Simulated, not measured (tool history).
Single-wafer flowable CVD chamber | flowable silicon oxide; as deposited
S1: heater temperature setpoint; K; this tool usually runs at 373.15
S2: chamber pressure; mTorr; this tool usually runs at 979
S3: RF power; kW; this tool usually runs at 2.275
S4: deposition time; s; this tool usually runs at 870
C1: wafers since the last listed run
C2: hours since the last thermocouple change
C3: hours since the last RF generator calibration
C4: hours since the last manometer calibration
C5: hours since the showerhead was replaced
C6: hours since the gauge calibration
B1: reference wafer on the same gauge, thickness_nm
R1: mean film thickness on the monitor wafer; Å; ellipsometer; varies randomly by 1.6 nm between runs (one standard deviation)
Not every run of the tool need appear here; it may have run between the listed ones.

| run | hour | S1 | S2 | S3 | S4 | C1 | C2 | C3 | C4 | C5 | C6 | B1 | R1 |
|---|---|---|---|---|---|---|---|---|---|---|---|---|---|
| 1 | 0 | 373.15 | 979 | 2.275 | 826 | 0 | 1580.8 | 1590.4 | 1193.7 | 7366.1 | 854.4 | 773.32 | 6180.35 |
| 2 | 17.1 | 373.15 | 979 | 2.275 | 870 | 29 | 1597.9 | 1607.5 | 1210.8 | 7383.2 | 871.5 | 773.705 | 6462.73 |
| 3 | 38.3 | 373.15 | 979 | 2.275 | 870 | 36 | 1619.1 | 1628.7 | 1232 | 7404.4 | 892.7 | 772.958 | 6496.44 |
| 4 | 71.5 | 373.15 | 979 | 2.275 | 870 | 57 | 1652.3 | 1661.9 | 1265.2 | 7437.6 | 925.9 | 774.27 | 6477.46 |
| 5 | 99.6 | 377.15 | 979 | 2.275 | 870 | 48 | 1680.4 | 1690 | 1293.3 | 7465.7 | 954 | 773.794 | 5544.58 |
|  | 140.4 | showerhead replaced |
| 6 | 166.3 | 377.15 | 979 | 2.275 | 870 | 101 | 1747.1 | 1756.7 | 1360 | 25.9 | 1020.7 | 774.031 | 5552.76 |
|  | 180 | capacitance manometer re-zeroed and calibrated |
| 7 | 201.5 | 377.15 | 979 | 2.275 | 870 | 47 | 1782.3 | 1791.9 | 21.5 | 61.1 | 1055.9 | 774.551 | 5569.73 |
| 8 | 219.6 | 373.15 | 979 | 2.275 | 870 | 31 | 1800.4 | 1810 | 39.6 | 79.2 | 1074 | 774.08 | 6517.1 |
| 9 | 241.8 | 373.15 | 979 | 2.275 | 870 | 38 | 1822.6 | 1832.2 | 61.8 | 101.4 | 1096.2 | 773.804 | 6494.4 |
| 10 | 263.9 | 373.15 | 979 | 2.275 | 870 | 38 | 1844.7 | 1854.3 | 83.9 | 123.5 | 1118.3 | 773.51 | 6469.14 |
|  | 280.4 | gauge calibrated |
| 11 | 282 | 373.15 | 979 | 2.275 | 870 | 31 | 1862.8 | 1872.4 | 102 | 141.6 | 1.6 | 774.926 | 6458.94 |
| 12 | 384.2 | 363.15 | 760 | 2.275 | 1035 | 176 | 1965 | 1974.6 | 204.2 | 243.8 | 103.8 | 774.431 | 8898.55 |
| 13 | 409.1 | 373.15 | 979 | 2.275 | 870 | 43 | 1989.9 | 1999.5 | 229.1 | 268.7 | 128.7 | 773.612 | 6465.89 |
| 14 | 479.4 | 373.15 | 1092 | 2.275 | 789 | 121 | 2060.2 | 2069.8 | 299.4 | 339 | 199 | 773.893 | 6525.22 |
| 15 | 499.3 | 366.15 | 979 | 2.675 | 870 | 34 | 2080.1 | 2089.7 | 319.3 | 358.9 | 218.9 | 774.597 | 8657.87 |
| 16 | 526.4 | 373.15 | 979 | 2.275 | 870 | 46 | 2107.2 | 2116.8 | 346.4 | 386 | 246 | 774.25 | 6461.28 |
|  | 539 | thermocouple changed; heater temperature recalibrated |
| 17 | 555.4 | 378.15 | 753 | 1.9 | 722 | 36 | 16.4 | 2145.8 | 375.4 | 415 | 275 | 773.316 | 3339.78 |
| 18 | 574.8 | 365.15 | 979 | 2.395 | 870 | 33 | 35.8 | 2165.2 | 394.8 | 434.4 | 294.4 | 774.654 | 8879.99 |
| 19 | 602.6 | 373.15 | 979 | 2.275 | 870 | 48 | 63.6 | 2193 | 422.6 | 462.2 | 322.2 | 774.114 | 6486.29 |
| 20 | 629 | 380.15 | 750 | 1.99 | 734 | 45 | 90 | 2219.4 | 449 | 488.6 | 348.6 | 773.486 | 3189.04 |
|  | 638.1 | RF generator calibrated |
| 21 | 657.5 | 362.15 | 979 | 2.67 | 870 | 35 | 118.5 | 19.4 | 477.5 | 517.1 | 377.1 | 775.166 | 10005.76 |
| 22 | 678.2 | 373.15 | 862 | 1.94 | 870 | 35 | 139.2 | 40.1 | 498.2 | 537.8 | 397.8 | 773.866 | 5556.35 |
| 23 | 709.7 | 359.15 | 979 | 2.275 | 731 | 54 | 170.7 | 71.6 | 529.7 | 569.3 | 429.3 | 774.067 | 9044.43 |
| 24 | 721.8 | 383.15 | 979 | 2.675 | 966 | 20 | 182.8 | 83.7 | 541.8 | 581.4 | 441.4 | 773.808 | 5079.7 |
| 25 | 748.8 | 373.15 | 1155 | 2.275 | 722 | 46 | 209.8 | 110.7 | 568.8 | 608.4 | 468.4 | 773.709 | 6239.16 |
| 26 | 775.9 | 373.15 | 979 | 2.275 | 870 | 46 | 236.9 | 137.8 | 595.9 | 635.5 | 495.5 | 773.835 | 6476.23 |
| 27 | 789.8 | 382.15 | 1196 | 2.055 | 870 | 24 | 250.8 | 151.7 | 609.8 | 649.4 | 509.4 | 773.767 | 5416.81 |
| 28 | 823.1 | 364.15 | 1194 | 1.935 | 710 | 57 | 284.1 | 185 | 643.1 | 682.7 | 542.7 | 774.382 | 8540.1 |
| 29 | 850 | 377.15 | 979 | 2.275 | 961 | 46 | 311 | 211.9 | 670 | 709.6 | 569.6 | 773.257 | 6126.27 |

Here are 3 independent what-if runs from the current tool condition. What would each one return?
| A | 850.6 | 373.15 | 1082 | 2.275 | 870 | 1 | 311.6 | 212.5 | 670.6 | 710.2 | 570.2 | ? | ? |
| B | 850.6 | 365.15 | 979 | 2.275 | 870 | 1 | 311.6 | 212.5 | 670.6 | 710.2 | 570.2 | ? | ? |
| C | 850.6 | 385.15 | 979 | 2.585 | 870 | 1 | 311.6 | 212.5 | 670.6 | 710.2 | 570.2 | ? | ? |

| run | B1 | R1 |
|---|---|---|
| A | 775.186 | 7141.43 |
| B | 775.186 | 8802.33 |
| C | 775.186 | 4246.54 |
Stripped of hidden state, with their random variation kept, the same runs would have yielded:
| run | R1 |
|---|---|
| A | 7141.43 |
| B | 8802.33 |
| C | 4246.54 |

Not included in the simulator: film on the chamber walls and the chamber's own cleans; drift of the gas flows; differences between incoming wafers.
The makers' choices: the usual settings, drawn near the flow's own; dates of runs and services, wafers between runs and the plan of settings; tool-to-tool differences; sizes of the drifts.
